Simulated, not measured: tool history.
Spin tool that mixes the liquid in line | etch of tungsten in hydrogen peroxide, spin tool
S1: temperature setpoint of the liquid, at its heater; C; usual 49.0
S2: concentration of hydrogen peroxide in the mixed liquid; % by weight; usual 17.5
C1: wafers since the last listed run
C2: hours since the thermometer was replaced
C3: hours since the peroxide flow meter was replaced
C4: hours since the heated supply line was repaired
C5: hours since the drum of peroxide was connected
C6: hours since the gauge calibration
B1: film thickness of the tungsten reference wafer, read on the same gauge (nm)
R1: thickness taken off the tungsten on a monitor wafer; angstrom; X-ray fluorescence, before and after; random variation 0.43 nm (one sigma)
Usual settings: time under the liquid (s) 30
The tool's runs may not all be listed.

Run 1, hour 0.0: usual settings but S2 16.0 % by weight; C1 0; C2 2684.3; C3 1629.8; C4 450.2; C5 1089.2; C6 35.6; B1 89.98. Result: R1 732.8 angstrom.
Run 2, hour 28.6: usual settings but S2 16.0 % by weight, time under the liquid (s) 35; C1 356; C2 2712.9; C3 1658.4; C4 478.8; C5 1117.8; C6 64.2; B1 90.01. Result: R1 848.8 angstrom.
Run 3, hour 58.3: usual settings but S2 16.0 % by weight, time under the liquid (s) 35; C1 370; C2 2742.6; C3 1688.1; C4 508.5; C5 1147.5; C6 93.9; B1 89.97. Result: R1 847.3 angstrom.
Run 4, hour 88.8: usual settings; C1 380; C2 2773.1; C3 1718.6; C4 539.0; C5 1178.0; C6 124.4; B1 90.00. Result: R1 753.3 angstrom.
Run 5, hour 120.2: usual settings; C1 391; C2 2804.5; C3 1750.0; C4 570.4; C5 1209.4; C6 155.8; B1 89.99. Result: R1 746.8 angstrom.
Run 6, hour 132.7: usual settings but S1 44.5 C, S2 15.5 % by weight; C1 155; C2 2817.0; C3 1762.5; C4 582.9; C5 1221.9; C6 168.3; B1 89.98. Result: R1 535.3 angstrom.
Run 7, hour 147.8: usual settings but S1 44.5 C, S2 15.5 % by weight; C1 188; C2 2832.1; C3 1777.6; C4 598.0; C5 1237.0; C6 183.4; B1 89.99. Result: R1 532.6 angstrom.
Run 8, hour 161.9: usual settings but S1 44.5 C, S2 15.5 % by weight; C1 175; C2 2846.2; C3 1791.7; C4 612.1; C5 1251.1; C6 197.5; B1 89.98. Result: R1 530.7 angstrom.
Run 9, hour 194.3: usual settings; C1 404; C2 2878.6; C3 1824.1; C4 644.5; C5 1283.5; C6 229.9; B1 90.03. Result: R1 748.4 angstrom.
At hour 257.2: peroxide flow meter replaced.
At hour 264.6: heated supply line repaired.
At hour 273.7: new drum of peroxide connected.
Run 10, hour 288.9: usual settings; C1 1142; C2 2973.2; C3 31.7; C4 24.3; C5 15.2; C6 324.5; B1 89.99. Result: R1 820.1 angstrom.
At hour 300.0: gauge calibrated.
Run 11, hour 321.8: usual settings but time under the liquid (s) 40; C1 410; C2 3006.1; C3 64.6; C4 57.2; C5 48.1; C6 21.8; B1 90.02. Result: R1 1097.9 angstrom.
Run 12, hour 349.1: usual settings; C1 340; C2 3033.4; C3 91.9; C4 84.5; C5 75.4; C6 49.1; B1 90.02. Result: R1 813.0 angstrom.
Run 13, hour 374.0: usual settings but S2 14.5 % by weight, time under the liquid (s) 45; C1 310; C2 3058.3; C3 116.8; C4 109.4; C5 100.3; C6 74.0; B1 89.97. Result: R1 1114.6 angstrom.
Run 14, hour 391.1: usual settings; C1 213; C2 3075.4; C3 133.9; C4 126.5; C5 117.4; C6 91.1; B1 90.00. Result: R1 816.2 angstrom.
Run 15, hour 410.7: usual settings but S2 21.5 % by weight, time under the liquid (s) 50; C1 244; C2 3095.0; C3 153.5; C4 146.1; C5 137.0; C6 110.7; B1 89.98. Result: R1 1482.2 angstrom.
Run 16, hour 431.3: usual settings; C1 256; C2 3115.6; C3 174.1; C4 166.7; C5 157.6; C6 131.3; B1 90.05. Result: R1 811.3 angstrom.
At hour 436.7: thermometer replaced.
Run 17, hour 450.9: usual settings but S2 14.0 % by weight; C1 232; C2 14.2; C3 193.7; C4 186.3; C5 177.2; C6 150.9; B1 89.99. Result: R1 608.8 angstrom.
Run 18, hour 465.4: usual settings but S2 21.5 % by weight, time under the liquid (s) 15; C1 180; C2 28.7; C3 208.2; C4 200.8; C5 191.7; C6 165.4; B1 90.03. Result: R1 375.8 angstrom.
Run 19, hour 485.6: usual settings but time under the liquid (s) 45; C1 252; C2 48.9; C3 228.4; C4 221.0; C5 211.9; C6 185.6; B1 89.98. Result: R1 1007.2 angstrom.
Run 20, hour 510.3: usual settings but S2 19.5 % by weight, time under the liquid (s) 15; C1 308; C2 73.6; C3 253.1; C4 245.7; C5 236.6; C6 210.3; B1 90.06. Result: R1 356.7 angstrom.
Run 21, hour 545.5: usual settings but S1 54.0 C, S2 21.5 % by weight, time under the liquid (s) 20; C1 439; C2 108.8; C3 288.3; C4 280.9; C5 271.8; C6 245.5; B1 89.96. Result: R1 679.0 angstrom.
Run 22, hour 564.8: usual settings but S1 43.5 C, time under the liquid (s) 50; C1 240; C2 128.1; C3 307.6; C4 300.2; C5 291.1; C6 264.8; B1 90.02. Result: R1 789.6 angstrom.

5 ways to go on from here, each from the tool as it stands after run 22. What would each give?
Run A, hour 565.2: usual settings; C1 4; C2 128.5; C3 308.0; C4 300.6; C5 291.5; C6 265.2; B1 ?. Result: R1 ?.
Run B, hour 565.2: usual settings but S1 55.5 C; C1 4; C2 128.5; C3 308.0; C4 300.6; C5 291.5; C6 265.2; B1 ?. Result: R1 ?.
Run C, hour 565.2: usual settings but S1 42.0 C, S2 13.5 % by weight, time under the liquid (s) 40; C1 4; C2 128.5; C3 308.0; C4 300.6; C5 291.5; C6 265.2; B1 ?. Result: R1 ?.
Run D, hour 565.2: usual settings but S1 52.5 C, S2 19.0 % by weight, time under the liquid (s) 40; C1 4; C2 128.5; C3 308.0; C4 300.6; C5 291.5; C6 265.2; B1 ?. Result: R1 ?.
Run E, hour 565.2: usual settings but S1 39.5 C; C1 4; C2 128.5; C3 308.0; C4 300.6; C5 291.5; C6 265.2; B1 ?. Result: R1 ?.

run     B1      R1
  A  90.03   671.6
  B  90.03   994.9
  C  90.03   505.9
  D  90.03  1155.2
  E  90.03   367.2
Without the tool's hidden state the same runs would have given:
run      R1
  A   690.5
  B  1021.8
  C   520.8
  D  1187.0
  E   378.2
